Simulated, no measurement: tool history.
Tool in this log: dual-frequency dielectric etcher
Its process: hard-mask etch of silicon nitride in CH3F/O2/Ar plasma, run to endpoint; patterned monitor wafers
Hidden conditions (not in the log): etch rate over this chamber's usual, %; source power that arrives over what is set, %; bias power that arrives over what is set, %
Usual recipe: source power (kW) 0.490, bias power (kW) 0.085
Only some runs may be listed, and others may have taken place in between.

| run | day | source power (kW) | bias power (kW) | wafers since the last listed run | hours since the last wet clean | hours since the last source power generator calibration | hours since the last bias power generator calibration | hours since the last upper electrode change | incoming incoming film thickness, nm | endpoint time (s) |
|---|---|---|---|---|---|---|---|---|---|---|
| 1 | 0.000 | 0.490 | 0.085 | 0 | 129.4 | 4109.2 | 1963.5 | 1865.6 | 28.87 | 40.7 |
| 2 | 2.146 | 0.490 | 0.085 | 311 | 180.9 | 4160.7 | 2015.0 | 1917.1 | 28.89 | 40.7 |
| 3 | 4.688 | 0.410 | 0.085 | 369 | 241.9 | 4221.7 | 2076.0 | 1978.1 | 28.90 | 45.8 |
| 4 | 5.762 | 0.410 | 0.085 | 156 | 267.7 | 4247.5 | 2101.8 | 2003.9 | 29.02 | 45.9 |
| 5 | 8.367 | 0.490 | 0.085 | 378 | 330.2 | 4310.0 | 2164.3 | 2066.4 | 28.74 | 40.8 |
|  | 15.775 | wet clean of the chamber |
| 6 | 15.796 | 0.540 | 0.085 | 934 | 0.5 | 4488.3 | 2342.6 | 2244.7 | 28.85 | 38.6 |
| 7 | 16.967 | 0.490 | 0.076 | 170 | 28.6 | 4516.4 | 2370.7 | 2272.8 | 29.05 | 42.6 |
| 8 | 18.000 | 0.490 | 0.085 | 150 | 53.4 | 4541.2 | 2395.5 | 2297.6 | 29.08 | 41.3 |
| 9 | 19.075 | 0.490 | 0.085 | 156 | 79.2 | 4567.0 | 2421.3 | 2323.4 | 29.09 | 41.3 |
| 10 | 21.154 | 0.490 | 0.085 | 302 | 129.1 | 4616.9 | 2471.2 | 2373.3 | 28.99 | 41.2 |
| 11 | 24.712 | 0.490 | 0.085 | 517 | 214.5 | 4702.3 | 2556.6 | 2458.7 | 29.21 | 41.2 |
| 12 | 27.658 | 0.490 | 0.071 | 428 | 285.2 | 4773.0 | 2627.3 | 2529.4 | 28.93 | 43.6 |
| 13 | 30.325 | 0.490 | 0.085 | 387 | 349.2 | 4837.0 | 2691.3 | 2593.4 | 29.05 | 41.1 |
| 14 | 32.521 | 0.490 | 0.072 | 319 | 401.9 | 4889.7 | 2744.0 | 2646.1 | 28.62 | 43.0 |
| 15 | 34.100 | 0.490 | 0.072 | 229 | 439.8 | 4927.6 | 2781.9 | 2684.0 | 29.16 | 43.5 |
|  | 34.504 | source power generator calibrated |
|  | 36.175 | wet clean of the chamber |
|  | 37.283 | upper electrode replaced, of another model than before |
| 16 | 37.304 | 0.490 | 0.085 | 150 | 27.1 | 67.2 | 2858.8 | 0.5 | 28.72 | 39.4 |
| 17 | 37.558 | 0.370 | 0.075 | 36 | 33.2 | 73.3 | 2864.9 | 6.6 | 28.88 | 62.6 |
| 18 | 40.429 | 0.570 | 0.085 | 417 | 102.1 | 142.2 | 2933.8 | 75.5 | 29.00 | 34.6 |
| 19 | 41.742 | 0.380 | 0.072 | 190 | 133.6 | 173.7 | 2965.3 | 107.0 | 28.95 | 61.0 |
| 20 | 43.117 | 0.600 | 0.085 | 199 | 166.6 | 206.7 | 2998.3 | 140.0 | 28.52 | 32.6 |
| 21 | 45.296 | 0.400 | 0.072 | 316 | 218.9 | 259.0 | 3050.6 | 192.3 | 29.09 | 55.9 |
| 22 | 47.092 | 0.490 | 0.085 | 260 | 262.0 | 302.1 | 3093.7 | 235.4 | 28.74 | 39.7 |
| 23 | 49.854 | 0.600 | 0.080 | 401 | 328.3 | 368.4 | 3160.0 | 301.7 | 29.12 | 34.5 |
| 24 | 51.908 | 0.490 | 0.085 | 298 | 377.6 | 417.7 | 3209.3 | 351.0 | 29.05 | 40.2 |
| 25 | 53.858 | 0.450 | 0.070 | 283 | 424.4 | 464.5 | 3256.1 | 397.8 | 29.09 | 48.4 |
|  | 56.225 | wet clean of the chamber |
|  | 56.679 | bias power generator calibrated |
| 26 | 62.138 | 0.430 | 0.097 | 1033 | 141.9 | 663.2 | 131.0 | 596.5 | 28.83 | 43.5 |
| 27 | 63.154 | 0.570 | 0.078 | 147 | 166.3 | 687.6 | 155.4 | 620.9 | 28.94 | 36.5 |
| 28 | 65.612 | 0.590 | 0.085 | 357 | 225.3 | 746.6 | 214.4 | 679.9 | 29.10 | 34.5 |
| 29 | 66.779 | 0.430 | 0.065 | 169 | 253.3 | 774.6 | 242.4 | 707.9 | 28.73 | 52.9 |
| 30 | 69.488 | 0.570 | 0.076 | 393 | 318.3 | 839.6 | 307.4 | 772.9 | 28.84 | 36.9 |
| 31 | 72.408 | 0.490 | 0.085 | 424 | 388.4 | 909.7 | 377.5 | 843.0 | 28.78 | 40.5 |

For each run, what was the tool's unlogged condition?
etch rate over this chamber's usual, %: 0 in every run
bias power that arrives over what is set, %: 0 in every run
H1: source power that arrives over what is set, %
| run | H1 |
|---|---|
| 1 | -4.92 |
| 2 | -4.93 |
| 3 | -4.95 |
| 4 | -4.95 |
| 5 | -4.96 |
| 6 | -5 |
| 7 | -5 |
| 8 | -5.01 |
| 9 | -5.01 |
| 10 | -5.02 |
| 11 | -5.04 |
| 12 | -5.05 |
| 13 | -5.06 |
| 14 | -5.07 |
| 15 | -5.07 |
| 16 | 0.463 |
| 17 | 0.443 |
| 18 | 0.223 |
| 19 | 0.126 |
| 20 | 0.0264 |
| 21 | -0.127 |
| 22 | -0.25 |
| 23 | -0.433 |
| 24 | -0.563 |
| 25 | -0.684 |
| 26 | -1.16 |
| 27 | -1.21 |
| 28 | -1.34 |
| 29 | -1.39 |
| 30 | -1.53 |
| 31 | -1.66 |

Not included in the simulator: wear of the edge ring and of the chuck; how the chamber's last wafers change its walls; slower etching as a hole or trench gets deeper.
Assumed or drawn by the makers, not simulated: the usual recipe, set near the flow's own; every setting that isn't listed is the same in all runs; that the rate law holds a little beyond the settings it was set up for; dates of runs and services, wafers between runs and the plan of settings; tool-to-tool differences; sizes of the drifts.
